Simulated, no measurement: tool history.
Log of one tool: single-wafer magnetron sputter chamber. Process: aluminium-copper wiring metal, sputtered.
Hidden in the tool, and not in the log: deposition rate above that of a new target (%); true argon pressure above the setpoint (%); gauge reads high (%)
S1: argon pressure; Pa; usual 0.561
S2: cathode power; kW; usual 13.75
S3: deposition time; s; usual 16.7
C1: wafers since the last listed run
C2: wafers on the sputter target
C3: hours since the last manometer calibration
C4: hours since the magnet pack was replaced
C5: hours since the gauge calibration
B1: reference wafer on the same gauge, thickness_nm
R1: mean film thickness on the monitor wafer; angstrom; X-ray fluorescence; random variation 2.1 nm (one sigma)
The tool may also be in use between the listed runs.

run	hour	S1	S2	S3	C1	C2	C3	C4	C5	B1	R1
1	0	0.561	13.75	16.7	0	1175	1715.5	9865.1	269.9	342.39	3533.7
2	259.8	0.561	13.75	16.7	7284	8459	1975.3	10124.9	529.7	342.967	3571.09
# hour 289.6: sputter target and shields replaced
3	361.6	0.561	13.75	16.7	2630	2018	2077.1	10226.7	631.5	343.095	3533.98
4	435.3	0.561	11.8	16.7	2066	4085	2150.8	10300.4	705.2	343.484	3023.67
5	601.5	0.561	13.75	16.7	4660	8745	2317	10466.6	871.4	342.858	3543.46
# hour 648.2: sputter target and shields replaced
6	654.9	0.561	13.75	16.7	1272	188	2370.4	10520	924.8	343.085	3517.16
7	743	0.561	13.75	16.7	2470	2658	2458.5	10608.1	1012.9	342.643	3553.43
8	794.6	0.561	13.75	16.7	1446	4105	2510.1	10659.7	1064.5	343.191	3514.73
9	881.6	0.475	13.75	16.7	2439	6544	2597.1	10746.7	1151.5	343.489	3809.48
# hour 964.8: capacitance manometer re-zeroed and calibrated
# hour 978.7: sputter target and shields replaced
10	983.4	0.561	13.75	16.7	2405	131	18.6	10848.5	1253.3	342.374	3540.02
11	1042	0.561	13.75	16.7	1643	1775	77.2	10907.1	1311.9	342.223	3561.66
# hour 1118: magnet pack replaced
12	1120.8	0.673	13.75	16.7	1985	3760	156	2.8	1390.7	343.669	3213.72
13	1205.5	0.486	15.75	14.1	2374	6135	240.7	87.5	1475.4	343.168	3641.04
14	1262.1	0.561	10.9	17.7	1587	7722	297.3	144.1	1532	342.952	2955.83
15	1315.8	0.561	13.75	16.7	1505	9227	351	197.8	1585.7	342.956	3514.84
# hour 1327.4: gauge calibrated
# hour 1347.9: sputter target and shields replaced
16	1379.1	0.74	12.1	16.7	1550	876	414.3	261.1	51.7	343.024	2670.99
17	1481.6	0.724	17.05	14.5	2874	3750	516.8	363.6	154.2	342.06	3300.47
18	1533.9	0.561	13.75	15.2	1466	5216	569.1	415.9	206.5	343.198	3193.82

The next listed run, before its measurement:
19	1588.9	0.724	17.05	14.5	1542	6758	624.1	470.9	261.5	?	?

Run 19 gave B1 343.814, R1 3307.55 angstrom.
Without the tool's hidden state the same run would have given R1 3307.55 angstrom.

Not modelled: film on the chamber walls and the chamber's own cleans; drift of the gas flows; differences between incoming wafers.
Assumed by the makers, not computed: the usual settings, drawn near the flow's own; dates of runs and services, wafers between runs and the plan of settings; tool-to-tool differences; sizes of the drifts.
